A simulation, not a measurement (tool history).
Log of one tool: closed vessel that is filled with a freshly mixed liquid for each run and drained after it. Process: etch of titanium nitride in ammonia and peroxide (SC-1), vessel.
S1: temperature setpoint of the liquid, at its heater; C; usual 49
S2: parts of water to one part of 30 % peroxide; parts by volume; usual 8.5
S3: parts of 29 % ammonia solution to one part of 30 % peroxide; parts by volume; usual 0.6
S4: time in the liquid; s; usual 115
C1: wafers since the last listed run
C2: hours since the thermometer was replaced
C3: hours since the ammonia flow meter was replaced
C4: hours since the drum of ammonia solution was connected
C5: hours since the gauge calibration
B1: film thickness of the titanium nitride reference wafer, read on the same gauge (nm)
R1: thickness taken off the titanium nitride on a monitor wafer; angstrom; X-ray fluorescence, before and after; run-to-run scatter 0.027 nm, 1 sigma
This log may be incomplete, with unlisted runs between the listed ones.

| run | hour | S1 | S2 | S3 | S4 | C1 | C2 | C3 | C4 | C5 | B1 | R1 |
|---|---|---|---|---|---|---|---|---|---|---|---|---|
| 1 | 0 | 49 | 8.5 | 0.6 | 115 | 0 | 829 | 653.5 | 148.1 | 2288.1 | 110.01 | 64.4 |
|  | 43.3 | ammonia flow meter replaced |
| 2 | 65.9 | 43 | 8.5 | 0.6 | 115 | 7391 | 894.9 | 22.6 | 214 | 2354 | 109.98 | 41.4 |
| 3 | 166.2 | 43 | 8.5 | 0.6 | 115 | 11423 | 995.2 | 122.9 | 314.3 | 2454.3 | 110 | 41.1 |
| 4 | 236 | 49 | 8.5 | 0.6 | 115 | 7949 | 1065 | 192.7 | 384.1 | 2524.1 | 110.01 | 63.3 |
|  | 299.9 | gauge calibrated |
| 5 | 336.3 | 49 | 8.5 | 0.6 | 115 | 11423 | 1165.3 | 293 | 484.4 | 36.4 | 110.01 | 64.1 |
|  | 419.5 | new drum of ammonia solution connected |
| 6 | 429.7 | 49 | 8.5 | 0.6 | 70 | 10523 | 1258.7 | 386.4 | 10.2 | 129.8 | 109.99 | 38.9 |
| 7 | 531.2 | 49 | 8.5 | 0.6 | 70 | 11559 | 1360.2 | 487.9 | 111.7 | 231.3 | 109.99 | 39.3 |
|  | 586.7 | thermometer replaced |
| 8 | 599.1 | 49 | 8.5 | 0.6 | 70 | 7619 | 12.4 | 555.8 | 179.6 | 299.2 | 109.99 | 39.3 |
| 9 | 650.2 | 49 | 8.5 | 0.6 | 115 | 5819 | 63.5 | 606.9 | 230.7 | 350.3 | 109.99 | 64.5 |
| 10 | 712.6 | 40 | 11 | 0.6 | 70 | 7106 | 125.9 | 669.3 | 293.1 | 412.7 | 110 | 17.8 |
|  | 729.7 | ammonia flow meter replaced |
| 11 | 757.3 | 49 | 8.5 | 0.4 | 115 | 4976 | 170.6 | 27.6 | 337.8 | 457.4 | 110.01 | 59 |
| 12 | 856.4 | 46 | 8.5 | 0.75 | 115 | 11286 | 269.7 | 126.7 | 436.9 | 556.5 | 110.01 | 52.9 |
| 13 | 939.9 | 49 | 8.5 | 0.6 | 160 | 9509 | 353.2 | 210.2 | 520.4 | 640 | 110.01 | 88.1 |
|  | 1015.2 | new drum of ammonia solution connected |
| 14 | 1034.8 | 57 | 8.5 | 0.6 | 135 | 10694 | 448.1 | 305.1 | 19.6 | 734.9 | 110.02 | 129.4 |
| 15 | 1114.7 | 52.5 | 8.5 | 0.6 | 55 | 9099 | 528 | 385 | 99.5 | 814.8 | 110 | 38.9 |
| 16 | 1158 | 49 | 8.5 | 0.7 | 115 | 4931 | 571.3 | 428.3 | 142.8 | 858.1 | 110 | 66.5 |
| 17 | 1196.2 | 49 | 8.5 | 0.6 | 115 | 4350 | 609.5 | 466.5 | 181 | 896.3 | 110 | 64.6 |
| 18 | 1262.8 | 39.5 | 7 | 0.5 | 60 | 7585 | 676.1 | 533.1 | 247.6 | 962.9 | 110 | 18.1 |
| 19 | 1348.9 | 49 | 8.5 | 0.6 | 115 | 9805 | 762.2 | 619.2 | 333.7 | 1049 | 110 | 64.1 |
|  | 1398.7 | ammonia flow meter replaced |
| 20 | 1409.2 | 49 | 8.5 | 0.6 | 115 | 6753 | 822.5 | 10.5 | 394 | 1109.3 | 110 | 62.7 |
| 21 | 1457.3 | 41.5 | 8.5 | 0.6 | 115 | 5478 | 870.6 | 58.6 | 442.1 | 1157.4 | 110 | 36.7 |
| 22 | 1539.2 | 42 | 6 | 0.35 | 115 | 9327 | 952.5 | 140.5 | 524 | 1239.3 | 109.98 | 41.1 |
|  | 1650.1 | new drum of ammonia solution connected |
| 23 | 1752.8 | 42.5 | 10 | 0.85 | 95 | 24212 | 1166.1 | 354.1 | 102.7 | 1452.9 | 110 | 32.4 |
| 24 | 1799.4 | 41 | 8.5 | 0.35 | 115 | 5307 | 1212.7 | 400.7 | 149.3 | 1499.5 | 110.01 | 32.9 |
| 25 | 1854 | 49 | 8.5 | 0.6 | 115 | 6218 | 1267.3 | 455.3 | 203.9 | 1554.1 | 110.01 | 64.6 |
| 26 | 1932 | 49 | 8.5 | 0.6 | 115 | 8883 | 1345.3 | 533.3 | 281.9 | 1632.1 | 109.99 | 64.4 |
| 27 | 1970.4 | 46.5 | 8.5 | 0.8 | 115 | 4373 | 1383.7 | 571.7 | 320.3 | 1670.5 | 109.99 | 56.3 |
| 28 | 2021.4 | 45 | 5 | 0.4 | 65 | 5808 | 1434.7 | 622.7 | 371.3 | 1721.5 | 110 | 33.1 |

Branching from run 28: 3 alternative next runs. What would each branch give?
| A | 2022.1 | 49 | 8.5 | 0.6 | 115 | 79 | 1435.4 | 623.4 | 372 | 1722.2 | ? | ? |
| B | 2022.1 | 49 | 8.5 | 0.45 | 115 | 79 | 1435.4 | 623.4 | 372 | 1722.2 | ? | ? |
| C | 2022.1 | 41.5 | 11 | 0.6 | 115 | 79 | 1435.4 | 623.4 | 372 | 1722.2 | ? | ? |

| run | B1 | R1 |
|---|---|---|
| A | 110 | 64.3 |
| B | 110 | 61.3 |
| C | 110 | 32.9 |
The same runs, with their run-to-run variation unchanged, on a tool lacking any hidden condition would have given:
| run | R1 |
|---|---|
| A | 63.9 |
| B | 60.9 |
| C | 32.7 |
